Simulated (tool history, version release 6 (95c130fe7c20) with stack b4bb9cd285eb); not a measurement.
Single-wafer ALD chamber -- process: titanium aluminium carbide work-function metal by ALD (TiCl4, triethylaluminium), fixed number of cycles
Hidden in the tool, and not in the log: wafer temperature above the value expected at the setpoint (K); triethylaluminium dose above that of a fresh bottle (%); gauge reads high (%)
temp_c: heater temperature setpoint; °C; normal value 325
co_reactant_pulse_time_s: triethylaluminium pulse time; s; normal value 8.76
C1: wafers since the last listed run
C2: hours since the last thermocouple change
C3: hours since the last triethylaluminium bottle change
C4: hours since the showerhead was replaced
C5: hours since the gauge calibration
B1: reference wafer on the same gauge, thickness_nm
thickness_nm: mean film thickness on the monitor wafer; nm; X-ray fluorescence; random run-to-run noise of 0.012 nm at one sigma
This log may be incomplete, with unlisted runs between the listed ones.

{"run": 1, "hour": 0.0, "temp_c": 325, "co_reactant_pulse_time_s": 10.63, "C1": 0, "C2": 1646.7, "C3": 165, "C4": 2765.8, "C5": 261.8, "B1": 1.693, "thickness_nm": 2.096}
{"run": 2, "hour": 63.2, "temp_c": 325, "co_reactant_pulse_time_s": 10.63, "C1": 873, "C2": 1709.9, "C3": 228.2, "C4": 2829, "C5": 325, "B1": 1.692, "thickness_nm": 2.081}
{"run": 3, "hour": 107.9, "temp_c": 325, "co_reactant_pulse_time_s": 8.76, "C1": 617, "C2": 1754.6, "C3": 272.9, "C4": 2873.7, "C5": 369.7, "B1": 1.69, "thickness_nm": 2.047}
{"run": 4, "hour": 161.7, "temp_c": 325, "co_reactant_pulse_time_s": 8.76, "C1": 743, "C2": 1808.4, "C3": 326.7, "C4": 2927.5, "C5": 423.5, "B1": 1.689, "thickness_nm": 2.049}
{"run": 5, "hour": 199.7, "temp_c": 325, "co_reactant_pulse_time_s": 8.76, "C1": 524, "C2": 1846.4, "C3": 364.7, "C4": 2965.5, "C5": 461.5, "B1": 1.686, "thickness_nm": 2.053}
{"run": 6, "hour": 261.6, "temp_c": 329, "co_reactant_pulse_time_s": 6.15, "C1": 855, "C2": 1908.3, "C3": 426.6, "C4": 3027.4, "C5": 523.4, "B1": 1.685, "thickness_nm": 1.953}
{"run": 7, "hour": 353.1, "temp_c": 329, "co_reactant_pulse_time_s": 6.15, "C1": 1263, "C2": 1999.8, "C3": 518.1, "C4": 3118.9, "C5": 614.9, "B1": 1.683, "thickness_nm": 1.964}
{"run": 8, "hour": 452.8, "temp_c": 314, "co_reactant_pulse_time_s": 8.76, "C1": 1377, "C2": 2099.5, "C3": 617.8, "C4": 3218.6, "C5": 714.6, "B1": 1.676, "thickness_nm": 1.945}
{"run": 9, "hour": 511.2, "temp_c": 314, "co_reactant_pulse_time_s": 8.76, "C1": 806, "C2": 2157.9, "C3": 676.2, "C4": 3277, "C5": 773, "B1": 1.666, "thickness_nm": 1.924}
{"run": 10, "hour": 586.4, "temp_c": 314, "co_reactant_pulse_time_s": 8.76, "C1": 1038, "C2": 2233.1, "C3": 751.4, "C4": 3352.2, "C5": 848.2, "B1": 1.672, "thickness_nm": 1.898}
{"run": 11, "hour": 665.7, "temp_c": 321, "co_reactant_pulse_time_s": 8.76, "C1": 1095, "C2": 2312.4, "C3": 830.7, "C4": 3431.5, "C5": 927.5, "B1": 1.664, "thickness_nm": 1.976}
{"run": 12, "hour": 708.0, "temp_c": 321, "co_reactant_pulse_time_s": 8.76, "C1": 584, "C2": 2354.7, "C3": 873, "C4": 3473.8, "C5": 969.8, "B1": 1.654, "thickness_nm": 1.966}
{"hour": 732.4, "done": "triethylaluminium bottle replaced"}
{"run": 13, "hour": 744.2, "temp_c": 321, "co_reactant_pulse_time_s": 8.76, "C1": 389, "C2": 2390.9, "C3": 11.8, "C4": 3510, "C5": 1006, "B1": 1.658, "thickness_nm": 1.987}
{"hour": 761.2, "done": "gauge calibrated"}
{"run": 14, "hour": 814.0, "temp_c": 325, "co_reactant_pulse_time_s": 5.93, "C1": 964, "C2": 2460.7, "C3": 81.6, "C4": 3579.8, "C5": 52.8, "B1": 1.698, "thickness_nm": 1.909}
{"run": 15, "hour": 850.1, "temp_c": 332, "co_reactant_pulse_time_s": 8.76, "C1": 498, "C2": 2496.8, "C3": 117.7, "C4": 3615.9, "C5": 88.9, "B1": 1.698, "thickness_nm": 2.15}
{"run": 16, "hour": 941.3, "temp_c": 313, "co_reactant_pulse_time_s": 9.91, "C1": 1259, "C2": 2588, "C3": 208.9, "C4": 3707.1, "C5": 180.1, "B1": 1.695, "thickness_nm": 1.976}
{"hour": 1011.4, "done": "thermocouple changed; heater temperature recalibrated"}
{"hour": 1022.9, "done": "showerhead replaced"}
{"run": 17, "hour": 1025.3, "temp_c": 333, "co_reactant_pulse_time_s": 6.5, "C1": 939, "C2": 13.9, "C3": 292.9, "C4": 2.4, "C5": 264.1, "B1": 1.703, "thickness_nm": 2.031}
{"run": 18, "hour": 1118.3, "temp_c": 336, "co_reactant_pulse_time_s": 6.72, "C1": 1284, "C2": 106.9, "C3": 385.9, "C4": 95.4, "C5": 357.1, "B1": 1.698, "thickness_nm": 2.052}
{"run": 19, "hour": 1172.1, "temp_c": 325, "co_reactant_pulse_time_s": 8.76, "C1": 743, "C2": 160.7, "C3": 439.7, "C4": 149.2, "C5": 410.9, "B1": 1.694, "thickness_nm": 2.045}
{"run": 20, "hour": 1223.6, "temp_c": 337, "co_reactant_pulse_time_s": 5.83, "C1": 711, "C2": 212.2, "C3": 491.2, "C4": 200.7, "C5": 462.4, "B1": 1.689, "thickness_nm": 2.012}
{"run": 21, "hour": 1310.9, "temp_c": 325, "co_reactant_pulse_time_s": 8.76, "C1": 1205, "C2": 299.5, "C3": 578.5, "C4": 288, "C5": 549.7, "B1": 1.686, "thickness_nm": 2.031}
{"run": 22, "hour": 1375.9, "temp_c": 310, "co_reactant_pulse_time_s": 8.76, "C1": 897, "C2": 364.5, "C3": 643.5, "C4": 353, "C5": 614.7, "B1": 1.686, "thickness_nm": 1.893}
{"run": 23, "hour": 1480.2, "temp_c": 312, "co_reactant_pulse_time_s": 6.38, "C1": 1440, "C2": 468.8, "C3": 747.8, "C4": 457.3, "C5": 719, "B1": 1.68, "thickness_nm": 1.818}
{"run": 24, "hour": 1563.3, "temp_c": 321, "co_reactant_pulse_time_s": 7.13, "C1": 1147, "C2": 551.9, "C3": 830.9, "C4": 540.4, "C5": 802.1, "B1": 1.673, "thickness_nm": 1.924}
{"run": 25, "hour": 1607.2, "temp_c": 338, "co_reactant_pulse_time_s": 8.76, "C1": 606, "C2": 595.8, "C3": 874.8, "C4": 584.3, "C5": 846, "B1": 1.667, "thickness_nm": 2.118}
{"run": 26, "hour": 1699.2, "temp_c": 316, "co_reactant_pulse_time_s": 8.76, "C1": 1270, "C2": 687.8, "C3": 966.8, "C4": 676.3, "C5": 938, "B1": 1.664, "thickness_nm": 1.923}

Measured minus without-hidden-state, run by run (identical run-to-run variation in each term; gauge scatter may differ):
run=1 thickness_nm=-0.007
run=2 thickness_nm=-0.01
run=3 thickness_nm=-0.011
run=4 thickness_nm=-0.014
run=5 thickness_nm=-0.015
run=6 thickness_nm=-0.018
run=7 thickness_nm=-0.023
run=8 thickness_nm=-0.028
run=9 thickness_nm=-0.033
run=10 thickness_nm=-0.039
run=11 thickness_nm=-0.047
run=12 thickness_nm=-0.051
run=13 thickness_nm=-0.055
run=14 thickness_nm=-0.001
run=15 thickness_nm=-0.002
run=16 thickness_nm=-0.003
run=17 thickness_nm=-0.005
run=18 thickness_nm=-0.008
run=19 thickness_nm=-0.01
run=20 thickness_nm=-0.013
run=21 thickness_nm=-0.017
run=22 thickness_nm=-0.019
run=23 thickness_nm=-0.025
run=24 thickness_nm=-0.033
run=25 thickness_nm=-0.04
run=26 thickness_nm=-0.045
